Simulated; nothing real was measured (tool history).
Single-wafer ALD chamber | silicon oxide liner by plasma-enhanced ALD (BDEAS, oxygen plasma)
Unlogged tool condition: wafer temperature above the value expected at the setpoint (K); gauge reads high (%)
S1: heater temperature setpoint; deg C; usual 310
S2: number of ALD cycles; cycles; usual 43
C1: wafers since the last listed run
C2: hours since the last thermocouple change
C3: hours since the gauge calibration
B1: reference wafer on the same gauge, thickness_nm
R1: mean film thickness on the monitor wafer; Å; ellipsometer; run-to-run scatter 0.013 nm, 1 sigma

run 1 day=0 | S1=310 S2=43 | C1=0 C2=1240.5 C3=315.3 | B1=4.902 | R1=43.45
run 2 day=2.583 | S1=310 S2=43 | C1=549 C2=1302.5 C3=377.3 | B1=4.907 | R1=43.34
run 3 day=3.879 | S1=310 S2=43 | C1=275 C2=1333.6 C3=408.4 | B1=4.907 | R1=43.2
run 4 day=6.533 | S1=310 S2=45 | C1=564 C2=1397.3 C3=472.1 | B1=4.915 | R1=45.36
run 5 day=8.233 | S1=310 S2=43 | C1=361 C2=1438.1 C3=512.9 | B1=4.918 | R1=43.32
run 6 day=10.312 | S1=310 S2=43 | C1=441 C2=1488 C3=562.8 | B1=4.922 | R1=43.33
run 7 day=11.575 | S1=310 S2=43 | C1=268 C2=1518.3 C3=593.1 | B1=4.92 | R1=43.61
run 8 day=12.775 | S1=310 S2=43 | C1=255 C2=1547.1 C3=621.9 | B1=4.923 | R1=43.46
run 9 day=14.375 | S1=310 S2=43 | C1=340 C2=1585.5 C3=660.3 | B1=4.927 | R1=43.09
run 10 day=15.433 | S1=310 S2=43 | C1=224 C2=1610.9 C3=685.7 | B1=4.929 | R1=43.64
run 11 day=17.312 | S1=310 S2=47 | C1=399 C2=1656 C3=730.8 | B1=4.933 | R1=47.42
run 12 day=18.912 | S1=310 S2=43 | C1=340 C2=1694.4 C3=769.2 | B1=4.932 | R1=43.18
run 13 day=20.988 | S1=318 S2=46 | C1=441 C2=1744.2 C3=819 | B1=4.931 | R1=45.87
run 14 day=22.696 | S1=323 S2=36 | C1=363 C2=1785.2 C3=860 | B1=4.935 | R1=35.75
run 15 day=24.65 | S1=319 S2=37 | C1=415 C2=1832.1 C3=906.9 | B1=4.933 | R1=36.59
run 16 day=28.646 | S1=315 S2=51 | C1=849 C2=1928 C3=1002.8 | B1=4.935 | R1=51.28
-- day=30.092 gauge calibrated
run 17 day=30.862 | S1=310 S2=43 | C1=471 C2=1981.2 C3=18.5 | B1=4.848 | R1=42.84
-- day=31.717 thermocouple changed; heater temperature recalibrated
run 18 day=33.692 | S1=310 S2=40 | C1=530 C2=47.4 C3=86.4 | B1=4.862 | R1=39.78
run 19 day=36.154 | S1=324 S2=38 | C1=523 C2=106.5 C3=145.5 | B1=4.874 | R1=37.02
run 20 day=37.833 | S1=298 S2=40 | C1=356 C2=146.8 C3=185.8 | B1=4.879 | R1=40.92
run 21 day=46.475 | S1=310 S2=43 | C1=1837 C2=354.2 C3=393.2 | B1=4.908 | R1=43.16

What differs in the tool's unlogged condition from the final listed run ahead of each entry between runs to the first listed run following it?
In the gap between runs 16 and 17: gauge calibrated (day 30.092)
  gauge reads high (%): 2.19 -> 0.352
  measured result minus the result with no hidden state, R1: +1.1 -> +0.15 Å
In the gap between runs 17 and 18: thermocouple changed; heater temperature recalibrated (day 31.717)
  gauge reads high (%): 0.352 -> 0.686
  measured result minus the result with no hidden state, R1: +0.15 -> +0.27 Å
